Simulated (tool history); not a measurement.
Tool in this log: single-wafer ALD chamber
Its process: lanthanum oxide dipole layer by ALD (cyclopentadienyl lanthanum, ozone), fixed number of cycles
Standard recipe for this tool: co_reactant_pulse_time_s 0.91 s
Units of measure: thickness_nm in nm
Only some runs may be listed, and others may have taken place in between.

run    hour  co_reactant_pulse_time_s  wafers since the last listed run  hours since the last thermocouple change  hours since the last ozone generator service  hours since the showerhead was replaced  hours since the gauge calibration  read-back reference wafer on the same gauge, thickness_nm  thickness_nm
  1       0                      0.91                                 0                                     904.8                                         327.5                                   3558.8                              305.3                                                      0.417         0.496
  2    99.8                      0.91                              1168                                    1004.6                                         427.3                                   3658.6                              405.1                                                      0.417         0.497
  3   202.7                      0.79                              1205                                    1107.5                                         530.2                                   3761.5                                508                                                      0.417          0.46
  4   279.7                      0.79                               901                                    1184.5                                         607.2                                   3838.5                                585                                                      0.416         0.462
  5   353.2                      0.79                               860                                      1258                                         680.7                                     3912                              658.5                                                      0.418         0.459
  6   445.3                      0.64                              1078                                    1350.1                                         772.8                                   4004.1                              750.6                                                      0.417         0.407
  7   523.9                       1.2                               920                                    1428.7                                         851.4                                   4082.7                              829.2                                                      0.417          0.54
  8   577.4                      0.91                               626                                    1482.2                                         904.9                                   4136.2                              882.7                                                      0.416         0.493
  9   680.4                      0.76                              1206                                    1585.2                                        1007.9                                   4239.2                              985.7                                                      0.416         0.445
      796.9  -- ozone generator serviced
      909.4  -- gauge calibrated
      924.4  -- thermocouple changed; heater temperature recalibrated
 10   993.5                      0.74                              3479                                      69.1                                         196.6                                   4552.3                               84.1                                                      0.417         0.453
     1014.3  -- showerhead replaced
 11  1083.2                      0.72                               956                                     158.8                                         286.3                                     68.9                              173.8                                                      0.417         0.444
 12  1136.9                      1.09                               628                                     212.5                                           340                                    122.6                              227.5                                                      0.417         0.531
 13  1230.6                      0.91                              1097                                     306.2                                         433.7                                    216.3                              321.2                                                      0.417         0.498
 14  1303.2                      0.91                               850                                     378.8                                         506.3                                    288.9                              393.8                                                      0.417         0.496
 15  1385.7                      0.59                               966                                     461.3                                         588.8                                    371.4                              476.3                                                      0.417         0.388

Measured result minus the same run's result without the hidden state. Both carry the same run-to-run variation, though not necessarily the same gauge scatter:
The hidden state here: wafer temperature above the value expected at the setpoint (K); ozone dose above that of a generator just serviced (%); gauge reads high (%).
run  thickness_nm
  1        -0.001
  2        -0.002
  3        -0.003
  4        -0.004
  5        -0.005
  6        -0.008
  7        -0.005
  8        -0.009
  9        -0.012
 10            +0
 11        -0.001
 12        -0.001
 13        -0.002
 14        -0.002
 15        -0.004

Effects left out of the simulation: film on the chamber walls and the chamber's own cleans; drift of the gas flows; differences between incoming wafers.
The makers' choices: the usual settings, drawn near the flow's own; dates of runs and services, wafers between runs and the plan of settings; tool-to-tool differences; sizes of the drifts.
